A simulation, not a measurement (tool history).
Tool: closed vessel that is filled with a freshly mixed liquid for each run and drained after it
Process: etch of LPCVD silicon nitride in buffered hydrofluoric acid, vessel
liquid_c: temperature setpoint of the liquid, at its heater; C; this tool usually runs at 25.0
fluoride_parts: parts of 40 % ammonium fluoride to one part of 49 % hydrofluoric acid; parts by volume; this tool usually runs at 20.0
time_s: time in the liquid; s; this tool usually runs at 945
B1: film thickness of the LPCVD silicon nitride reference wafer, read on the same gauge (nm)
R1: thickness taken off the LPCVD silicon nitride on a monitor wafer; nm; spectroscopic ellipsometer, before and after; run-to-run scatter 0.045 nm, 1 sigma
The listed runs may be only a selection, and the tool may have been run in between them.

{"run": 1, "hour": 0.0, "liquid_c": 25.0, "fluoride_parts": 20.0, "time_s": 945, "B1": 70.01, "R1": 6.76}
{"run": 2, "hour": 62.7, "liquid_c": 25.0, "fluoride_parts": 20.0, "time_s": 945, "B1": 70.0, "R1": 6.88}
{"run": 3, "hour": 126.1, "liquid_c": 25.0, "fluoride_parts": 20.0, "time_s": 945, "B1": 70.01, "R1": 6.76}
{"run": 4, "hour": 187.3, "liquid_c": 25.0, "fluoride_parts": 20.0, "time_s": 500, "B1": 69.99, "R1": 3.62}
{"run": 5, "hour": 236.9, "liquid_c": 25.0, "fluoride_parts": 20.0, "time_s": 500, "B1": 69.98, "R1": 3.62}
{"hour": 265.8, "done": "thermometer replaced"}
{"run": 6, "hour": 267.5, "liquid_c": 25.0, "fluoride_parts": 20.0, "time_s": 500, "B1": 70.0, "R1": 3.34}
{"run": 7, "hour": 311.8, "liquid_c": 25.0, "fluoride_parts": 20.0, "time_s": 945, "B1": 70.0, "R1": 6.32}
{"run": 8, "hour": 381.1, "liquid_c": 29.5, "fluoride_parts": 13.5, "time_s": 1195, "B1": 70.03, "R1": 14.78}
{"hour": 410.0, "done": "gauge calibrated"}
{"run": 9, "hour": 435.5, "liquid_c": 29.5, "fluoride_parts": 16.5, "time_s": 1105, "B1": 70.01, "R1": 11.11}
{"hour": 568.2, "done": "hydrofluoric acid flow meter replaced"}
{"run": 10, "hour": 621.4, "liquid_c": 25.0, "fluoride_parts": 20.0, "time_s": 945, "B1": 70.0, "R1": 6.49}
{"run": 11, "hour": 692.1, "liquid_c": 20.5, "fluoride_parts": 12.5, "time_s": 1090, "B1": 69.98, "R1": 9.23}
{"run": 12, "hour": 763.1, "liquid_c": 25.0, "fluoride_parts": 20.0, "time_s": 945, "B1": 70.02, "R1": 6.5}
{"run": 13, "hour": 793.6, "liquid_c": 25.0, "fluoride_parts": 17.5, "time_s": 945, "B1": 70.0, "R1": 7.3}
{"run": 14, "hour": 827.7, "liquid_c": 22.0, "fluoride_parts": 20.0, "time_s": 1385, "B1": 69.97, "R1": 8.03}
{"run": 15, "hour": 881.0, "liquid_c": 25.0, "fluoride_parts": 12.5, "time_s": 740, "B1": 69.98, "R1": 8.06}

What was the tool's hidden state at every run in the log?
gauge reads high (%): 0 at every run
H1: liquid hotter than its thermometer reads (K)
H2: hydrofluoric acid flow below the setpoint (%)
run=1 H1=0.932 H2=0.747
run=2 H1=0.984 H2=1.44
run=3 H1=1.04 H2=2.14
run=4 H1=1.09 H2=2.82
run=5 H1=1.13 H2=3.37
run=6 H1=0.0129 H2=3.71
run=7 H1=0.0499 H2=4.2
run=8 H1=0.108 H2=4.96
run=9 H1=0.153 H2=5.57
run=10 H1=0.309 H2=1.71
run=11 H1=0.368 H2=2.49
run=12 H1=0.427 H2=3.27
run=13 H1=0.453 H2=3.61
run=14 H1=0.481 H2=3.99
run=15 H1=0.526 H2=4.58
